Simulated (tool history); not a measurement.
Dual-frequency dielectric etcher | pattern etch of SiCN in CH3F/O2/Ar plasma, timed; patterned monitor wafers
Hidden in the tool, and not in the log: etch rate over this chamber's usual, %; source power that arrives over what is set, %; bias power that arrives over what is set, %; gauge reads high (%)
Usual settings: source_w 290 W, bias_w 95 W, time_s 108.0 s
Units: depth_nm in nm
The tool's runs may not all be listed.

| run | hour | source_w | bias_w | time_s | wafers since the last listed run | hours since the last wet clean | hours since the last source power generator calibration | hours since the last bias power generator calibration | hours since the last upper electrode change | hours since the gauge calibration | read-back reference wafer on the same gauge, depth_nm | depth_nm |
|---|---|---|---|---|---|---|---|---|---|---|---|---|
| 1 | 0.0 | 290 | 95 | 108.0 | 0 | 62.7 | 1057.0 | 2075.7 | 3811.8 | 813.1 | 34.81 | 41.67 |
| 2 | 49.5 | 290 | 95 | 108.0 | 350 | 112.2 | 1106.5 | 2125.2 | 3861.3 | 862.6 | 34.80 | 42.05 |
| 3 | 94.9 | 330 | 95 | 108.0 | 321 | 157.6 | 1151.9 | 2170.6 | 3906.7 | 908.0 | 34.80 | 43.79 |
| 4 | 120.8 | 330 | 95 | 108.0 | 183 | 183.5 | 1177.8 | 2196.5 | 3932.6 | 933.9 | 34.80 | 43.94 |
| 5 | 188.0 | 330 | 95 | 108.0 | 476 | 250.7 | 1245.0 | 2263.7 | 3999.8 | 1001.1 | 34.81 | 44.13 |
|  | 236.2 | gauge calibrated |
| 6 | 248.6 | 290 | 102 | 108.0 | 429 | 311.3 | 1305.6 | 2324.3 | 4060.4 | 12.4 | 34.79 | 43.41 |
| 7 | 291.5 | 290 | 95 | 108.0 | 303 | 354.2 | 1348.5 | 2367.2 | 4103.3 | 55.3 | 34.79 | 42.58 |
| 8 | 324.6 | 290 | 95 | 108.0 | 234 | 387.3 | 1381.6 | 2400.3 | 4136.4 | 88.4 | 34.77 | 42.69 |
| 9 | 385.3 | 290 | 95 | 108.0 | 430 | 448.0 | 1442.3 | 2461.0 | 4197.1 | 149.1 | 34.80 | 42.65 |
|  | 414.2 | wet clean of the chamber |
| 10 | 422.5 | 290 | 95 | 108.0 | 93 | 8.3 | 1479.5 | 2498.2 | 4234.3 | 186.3 | 34.82 | 41.54 |
|  | 501.6 | upper electrode replaced |
| 11 | 502.1 | 290 | 95 | 108.0 | 393 | 87.9 | 1559.1 | 2577.8 | 0.5 | 265.9 | 34.83 | 41.66 |
|  | 535.2 | bias power generator calibrated |
| 12 | 543.7 | 290 | 83 | 84.0 | 266 | 129.5 | 1600.7 | 8.5 | 42.1 | 307.5 | 34.78 | 31.35 |
| 13 | 603.7 | 290 | 83 | 84.0 | 425 | 189.5 | 1660.7 | 68.5 | 102.1 | 367.5 | 34.81 | 31.51 |
| 14 | 666.9 | 290 | 83 | 84.0 | 447 | 252.7 | 1723.9 | 131.7 | 165.3 | 430.7 | 34.82 | 31.63 |
| 15 | 736.3 | 290 | 105 | 108.0 | 491 | 322.1 | 1793.3 | 201.1 | 234.7 | 500.1 | 34.82 | 43.53 |
| 16 | 801.6 | 330 | 95 | 108.0 | 462 | 387.4 | 1858.6 | 266.4 | 300.0 | 565.4 | 34.80 | 44.35 |
| 17 | 862.3 | 290 | 95 | 108.0 | 430 | 448.1 | 1919.3 | 327.1 | 360.7 | 626.1 | 34.83 | 42.69 |
|  | 873.4 | source power generator calibrated |
| 18 | 897.4 | 290 | 95 | 108.0 | 220 | 483.2 | 24.0 | 362.2 | 395.8 | 661.2 | 34.80 | 42.13 |
|  | 934.4 | wet clean of the chamber |
| 19 | 947.1 | 360 | 87 | 93.5 | 182 | 12.7 | 73.7 | 411.9 | 445.5 | 710.9 | 34.81 | 37.54 |
| 20 | 1001.5 | 260 | 95 | 79.5 | 385 | 67.1 | 128.1 | 466.3 | 499.9 | 765.3 | 34.82 | 29.42 |
| 21 | 1066.1 | 350 | 95 | 108.0 | 457 | 131.7 | 192.7 | 530.9 | 564.5 | 829.9 | 34.80 | 44.23 |
| 22 | 1096.1 | 240 | 95 | 99.0 | 212 | 161.7 | 222.7 | 560.9 | 594.5 | 859.9 | 34.78 | 36.04 |
| 23 | 1164.0 | 240 | 95 | 108.0 | 481 | 229.6 | 290.6 | 628.8 | 662.4 | 927.8 | 34.82 | 39.35 |
|  | 1173.8 | gauge calibrated |
| 24 | 1207.9 | 330 | 72 | 128.5 | 311 | 273.5 | 334.5 | 672.7 | 706.3 | 34.1 | 34.79 | 48.80 |
| 25 | 1278.5 | 270 | 109 | 108.0 | 500 | 344.1 | 405.1 | 743.3 | 776.9 | 104.7 | 34.79 | 42.98 |
| 26 | 1315.1 | 290 | 76 | 108.0 | 259 | 380.7 | 441.7 | 779.9 | 813.5 | 141.3 | 34.82 | 40.08 |
| 27 | 1344.6 | 290 | 95 | 117.5 | 208 | 410.2 | 471.2 | 809.4 | 843.0 | 170.8 | 34.82 | 46.25 |
|  | 1387.1 | wet clean of the chamber |
| 28 | 1392.4 | 290 | 101 | 108.0 | 168 | 5.3 | 519.0 | 857.2 | 890.8 | 218.6 | 34.81 | 42.20 |
| 29 | 1455.3 | 290 | 95 | 108.0 | 445 | 68.2 | 581.9 | 920.1 | 953.7 | 281.5 | 34.79 | 41.75 |
| 30 | 1516.5 | 290 | 95 | 119.0 | 433 | 129.4 | 643.1 | 981.3 | 1014.9 | 342.7 | 34.80 | 46.35 |

Forecast each of these 3 alternatives for the next run:
| A | 1516.9 | 290 | 80 | 108.0 | 2 | 129.8 | 643.5 | 981.7 | 1015.3 | 343.1 | ? | ? |
| B | 1516.9 | 230 | 95 | 108.0 | 2 | 129.8 | 643.5 | 981.7 | 1015.3 | 343.1 | ? | ? |
| C | 1516.9 | 290 | 85 | 118.5 | 2 | 129.8 | 643.5 | 981.7 | 1015.3 | 343.1 | ? | ? |

| run | read-back reference wafer on the same gauge, depth_nm | depth_nm |
|---|---|---|
| A | 34.78 | 40.27 |
| B | 34.78 | 39.07 |
| C | 34.78 | 44.85 |
Without the tool's hidden state the same runs would have given:
| run | depth_nm |
|---|---|
| A | 39.45 |
| B | 38.27 |
| C | 43.93 |

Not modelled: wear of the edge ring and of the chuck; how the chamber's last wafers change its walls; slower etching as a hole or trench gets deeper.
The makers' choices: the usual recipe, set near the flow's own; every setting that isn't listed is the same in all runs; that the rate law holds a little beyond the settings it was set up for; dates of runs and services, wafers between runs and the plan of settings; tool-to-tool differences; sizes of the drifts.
